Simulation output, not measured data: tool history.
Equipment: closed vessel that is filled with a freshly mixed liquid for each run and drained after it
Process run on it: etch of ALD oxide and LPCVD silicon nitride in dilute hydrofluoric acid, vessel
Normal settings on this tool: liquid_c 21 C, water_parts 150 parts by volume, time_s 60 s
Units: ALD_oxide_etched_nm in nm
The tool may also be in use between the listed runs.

run   hour  liquid_c  water_parts  time_s  wafers since the last listed run  hours since the thermometer was replaced  hours since the hydrofluoric acid flow meter was replaced  hours since the gauge calibration  read-back film thickness of the ALD oxide reference wafer, read on the same gauge (nm)  ALD_oxide_etched_nm
  1      0      24.5          150      50                                 0                                    1501.9                                                     1576.2                             1261.1                                                                                   90.01                10.14
  2   26.5        21          150      60                              3160                                    1528.4                                                     1602.7                             1287.6                                                                                   89.98                 10.6
  3   42.5        21          150      60                              1908                                    1544.4                                                     1618.7                             1303.6                                                                                   90.01                10.58
      56.9  -- gauge calibrated
  4   68.4        23          150      60                              3089                                    1570.3                                                     1644.6                               11.5                                                                                   90.02                11.41
  5  101.1        21          150      60                              3900                                      1603                                                     1677.3                               44.2                                                                                   90.03                10.61
  6  134.4      24.5          205      60                              3971                                    1636.3                                                     1710.6                               77.5                                                                                   90.01                 8.36
     148.6  -- hydrofluoric acid flow meter replaced
  7  159.4        21          150      60                              2862                                    1661.3                                                       10.8                              102.5                                                                                      90                 10.3
  8  178.3        21          150      60                              2254                                    1680.2                                                       29.7                              121.4                                                                                   90.01                10.24
  9  213.2        21          105      60                              4162                                    1715.1                                                       64.6                              156.3                                                                                      90                15.55
 10  247.8        21          150      85                              4126                                    1749.7                                                       99.2                              190.9                                                                                      90                14.62
 11  266.1        21          115      60                              2182                                      1768                                                      117.5                              209.2                                                                                   89.97                   14
 12  299.8        21          205      30                              4019                                    1801.7                                                      151.2                              242.9                                                                                   89.98                 3.55
     327.6  -- thermometer replaced
 13    332        19          150      75                              3721                                       4.4                                                      183.4                              275.1                                                                                   89.98                11.95
 14    362        21          150      60                              3578                                      34.4                                                      213.4                              305.1                                                                                      90                10.32
 15  377.9      23.5          150      60                              1896                                      50.3                                                      229.3                                321                                                                                   90.01                11.34
 16  412.5        25          185      80                              4126                                      84.9                                                      263.9                              355.6                                                                                   89.98                12.49
 17  446.1        21          130      85                              4007                                     118.5                                                      297.5                              389.2                                                                                   89.99                17.28
 18    465        21           85      75                              2254                                     137.4                                                      316.4                              408.1                                                                                   89.99                24.55
 19  486.4        21          150      60                              2552                                     158.8                                                      337.8                              429.5                                                                                   89.99                10.32
 20  504.2        24          150      45                              2122                                     176.6                                                      355.6                              447.3                                                                                      90                  8.7
 21    536        21          220      60                              3792                                     208.4                                                      387.4                              479.1                                                                                      90                 6.62
 22  638.1        21          205      30                             12177                                     310.5                                                      489.5                              581.2                                                                                      90                  3.6
 23  671.2      19.5          200      75                              3947                                     343.6                                                      522.6                              614.3                                                                                   90.02                 8.78
 24  696.6        17          150      30                              3029                                       369                                                        548                              639.7                                                                                   89.98                 4.42
 25    723      24.5          225      35                              3148                                     395.4                                                      574.4                              666.1                                                                                   89.99                 4.26

Alternative continuations, all from the tool just after run 25; predict every row:
  A  723.7      22.5          150      60                                83                                     396.1                                                      575.1                              666.8                                                                                       ?                    ?
  B  723.7        21          130      90                                83                                     396.1                                                      575.1                              666.8                                                                                       ?                    ?
  C  723.7        21          215      85                                83                                     396.1                                                      575.1                              666.8                                                                                       ?                    ?
  D  723.7      18.5           80      70                                83                                     396.1                                                      575.1                              666.8                                                                                       ?                    ?
  E  723.7        21          150      30                                83                                     396.1                                                      575.1                              666.8                                                                                       ?                    ?

run  read-back film thickness of the ALD oxide reference wafer, read on the same gauge (nm)  ALD_oxide_etched_nm
  A                                                                                   89.99                11.07
  B                                                                                   89.99                18.46
  C                                                                                   89.99                 9.66
  D                                                                                   89.99                22.23
  E                                                                                   89.99                 5.22
Without the tool's hidden state the same runs would have given:
run  ALD_oxide_etched_nm
  A                 10.9
  B                18.19
  C                 9.51
  D                21.92
  E                 5.14

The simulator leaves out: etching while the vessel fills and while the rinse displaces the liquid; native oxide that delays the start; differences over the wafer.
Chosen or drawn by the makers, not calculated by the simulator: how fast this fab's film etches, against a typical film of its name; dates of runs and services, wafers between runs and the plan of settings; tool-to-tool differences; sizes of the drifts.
